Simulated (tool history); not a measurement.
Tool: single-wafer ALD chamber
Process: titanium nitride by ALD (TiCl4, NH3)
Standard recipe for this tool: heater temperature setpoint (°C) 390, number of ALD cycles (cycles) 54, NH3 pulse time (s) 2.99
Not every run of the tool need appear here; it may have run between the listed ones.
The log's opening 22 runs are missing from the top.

run,hour,heater temperature setpoint (°C),number of ALD cycles (cycles),NH3 pulse time (s),wafers since the last listed run,hours since the last thermocouple change,hours since the showerhead was replaced,hours since the gauge calibration,"read-back reference wafer on the same gauge, thickness_nm",mean film thickness on the monitor wafer (nm)
# hour 1656.7: thermocouple changed; heater temperature recalibrated
23,1697.1,390,54,2.24,236,40.4,6173.9,1983.7,1.008,1.004
24,1744.7,396,47,4.17,166,88,6221.5,2031.3,1.006,0.888
# hour 1820.6: gauge calibrated
25,1830.1,390,54,2.99,298,173.4,6306.9,9.5,1.03,1.042
# hour 1862.4: showerhead replaced
26,1924.4,390,51,2.6,301,267.7,62,103.8,1.03,0.977
27,2012.1,390,64,2.99,306,355.4,149.7,191.5,1.031,1.231
28,2113.4,385,48,3.93,353,456.7,251,292.8,1.03,0.927
29,2219.6,383,54,4.13,370,562.9,357.2,399,1.029,1.044
30,2313.3,390,54,2.99,327,656.6,450.9,492.7,1.029,1.035
31,2405.6,402,51,4.01,322,748.9,543.2,585,1.028,0.989
32,2449.8,397,64,3.46,154,793.1,587.4,629.2,1.028,1.236
33,2733.6,396,46,3.57,990,1076.9,871.2,913,1.026,0.887
34,2780,381,48,3.81,161,1123.3,917.6,959.4,1.026,0.925
35,2822.2,397,59,4.09,147,1165.5,959.8,1001.6,1.024,1.137
36,2894.2,390,64,3.8,251,1237.5,1031.8,1073.6,1.023,1.234
37,2999.3,390,54,2.56,366,1342.6,1136.9,1178.7,1.022,1.026
38,3068.7,383,61,2.99,242,1412,1206.3,1248.1,1.021,1.157
39,3172.1,390,60,2.99,360,1515.4,1309.7,1351.5,1.019,1.144
40,3256.2,394,49,2.99,293,1599.5,1393.8,1435.6,1.018,0.935

Branching from run 40: 4 alternative next runs. What would each branch give?
A,3256.7,378,54,2.99,1,1600,1394.3,1436.1,?,?
B,3256.7,401,63,3.72,1,1600,1394.3,1436.1,?,?
C,3256.7,382,54,2.99,1,1600,1394.3,1436.1,?,?
D,3256.7,379,50,2.14,1,1600,1394.3,1436.1,?,?

run,"read-back reference wafer on the same gauge, thickness_nm",mean film thickness on the monitor wafer (nm)
A,1.018,1.02
B,1.018,1.211
C,1.018,1.022
D,1.018,0.936
With no hidden state in the tool, these same runs would have given:
run,mean film thickness on the monitor wafer (nm)
A,1.032
B,1.225
C,1.034
D,0.947
